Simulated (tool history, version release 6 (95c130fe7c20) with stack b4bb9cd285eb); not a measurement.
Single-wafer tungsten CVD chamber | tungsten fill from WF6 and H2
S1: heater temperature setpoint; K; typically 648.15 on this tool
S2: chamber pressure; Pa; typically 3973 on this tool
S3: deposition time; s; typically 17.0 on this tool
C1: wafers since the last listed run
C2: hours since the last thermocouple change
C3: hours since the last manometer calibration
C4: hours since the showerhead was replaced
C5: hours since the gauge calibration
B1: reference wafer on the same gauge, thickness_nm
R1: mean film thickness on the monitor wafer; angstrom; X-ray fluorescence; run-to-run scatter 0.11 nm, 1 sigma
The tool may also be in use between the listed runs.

| run | day | S1 | S2 | S3 | C1 | C2 | C3 | C4 | C5 | B1 | R1 |
|---|---|---|---|---|---|---|---|---|---|---|---|
| 1 | 0.000 | 659.15 | 3973 | 17.0 | 0 | 1537.6 | 892.4 | 7778.4 | 1007.0 | 30.900 | 393.35 |
| 2 | 3.175 | 641.15 | 3973 | 17.0 | 2783 | 1613.8 | 968.6 | 7854.6 | 1083.2 | 30.880 | 258.52 |
| 3 | 6.754 | 641.15 | 3973 | 17.0 | 3137 | 1699.7 | 1054.5 | 7940.5 | 1169.1 | 30.910 | 257.92 |
|  | 7.029 | gauge calibrated |
| 4 | 9.954 | 648.15 | 3973 | 17.0 | 2805 | 1776.5 | 1131.3 | 8017.3 | 70.2 | 30.867 | 302.14 |
| 5 | 13.783 | 648.15 | 3973 | 17.0 | 3356 | 1868.4 | 1223.2 | 8109.2 | 162.1 | 30.883 | 302.65 |
| 6 | 18.050 | 654.15 | 3973 | 19.3 | 3740 | 1970.8 | 1325.6 | 8211.6 | 264.5 | 30.894 | 396.43 |
| 7 | 20.317 | 654.15 | 3973 | 19.3 | 1986 | 2025.2 | 1380.0 | 8266.0 | 318.9 | 30.948 | 396.31 |
| 8 | 23.612 | 648.15 | 3973 | 17.0 | 2889 | 2104.3 | 1459.1 | 8345.1 | 398.0 | 30.867 | 302.56 |
| 9 | 25.162 | 648.15 | 3973 | 17.0 | 1358 | 2141.5 | 1496.3 | 8382.3 | 435.2 | 30.932 | 302.27 |
| 10 | 27.817 | 648.15 | 3973 | 16.2 | 2326 | 2205.2 | 1560.0 | 8446.0 | 498.9 | 30.914 | 287.95 |
| 11 | 31.950 | 648.15 | 3973 | 16.2 | 3623 | 2304.4 | 1659.2 | 8545.2 | 598.1 | 30.897 | 287.54 |
| 12 | 36.412 | 636.15 | 3973 | 17.0 | 3911 | 2411.5 | 1766.3 | 8652.3 | 705.2 | 30.907 | 223.31 |
|  | 38.796 | showerhead replaced |
| 13 | 40.704 | 648.15 | 3973 | 14.0 | 3469 | 2514.5 | 1869.3 | 45.8 | 808.2 | 30.877 | 246.79 |
| 14 | 42.662 | 655.15 | 3973 | 14.8 | 1716 | 2561.5 | 1916.3 | 92.8 | 855.2 | 30.905 | 307.27 |
|  | 45.354 | gauge calibrated |
| 15 | 46.854 | 648.15 | 3720 | 17.0 | 3674 | 2662.1 | 2016.9 | 193.4 | 36.0 | 30.920 | 289.68 |
|  | 51.175 | thermocouple changed; heater temperature recalibrated |
| 16 | 51.196 | 648.15 | 3973 | 17.0 | 3513 | 0.5 | 2121.1 | 297.6 | 140.2 | 30.877 | 298.05 |
| 17 | 53.350 | 661.15 | 3973 | 17.0 | 1888 | 52.2 | 2172.8 | 349.3 | 191.9 | 30.916 | 402.69 |
| 18 | 57.238 | 648.15 | 3973 | 18.9 | 3407 | 145.5 | 2266.1 | 442.6 | 285.2 | 30.860 | 330.12 |
| 19 | 61.121 | 640.15 | 3973 | 17.0 | 3404 | 238.7 | 2359.3 | 535.8 | 378.4 | 30.871 | 244.11 |
|  | 64.000 | capacitance manometer re-zeroed and calibrated |
| 20 | 64.021 | 648.15 | 3973 | 17.0 | 2249 | 308.3 | 0.5 | 605.4 | 448.0 | 30.877 | 305.96 |
| 21 | 67.858 | 648.15 | 4800 | 17.0 | 3363 | 400.4 | 92.6 | 697.5 | 540.1 | 30.877 | 326.56 |
| 22 | 71.921 | 648.15 | 4573 | 19.5 | 3561 | 497.9 | 190.1 | 795.0 | 637.6 | 30.885 | 368.53 |
| 23 | 80.092 | 639.15 | 3973 | 19.8 | 7162 | 694.0 | 386.2 | 991.1 | 833.7 | 30.840 | 284.27 |

Run by run, hidden condition taken away, random variation retained:
Unlogged tool condition in this case: wafer temperature above the value expected at the setpoint (K); true pressure above the setpoint (%); gauge reads high (%).
| run | R1 |
|---|---|
| 1 | 392.77 |
| 2 | 258.36 |
| 3 | 258.03 |
| 4 | 302.59 |
| 5 | 303.50 |
| 6 | 398.18 |
| 7 | 398.42 |
| 8 | 304.59 |
| 9 | 304.50 |
| 10 | 290.43 |
| 11 | 290.60 |
| 12 | 226.20 |
| 13 | 250.57 |
| 14 | 312.32 |
| 15 | 295.18 |
| 16 | 304.55 |
| 17 | 412.05 |
| 18 | 338.69 |
| 19 | 251.14 |
| 20 | 306.46 |
| 21 | 327.10 |
| 22 | 369.20 |
| 23 | 284.99 |
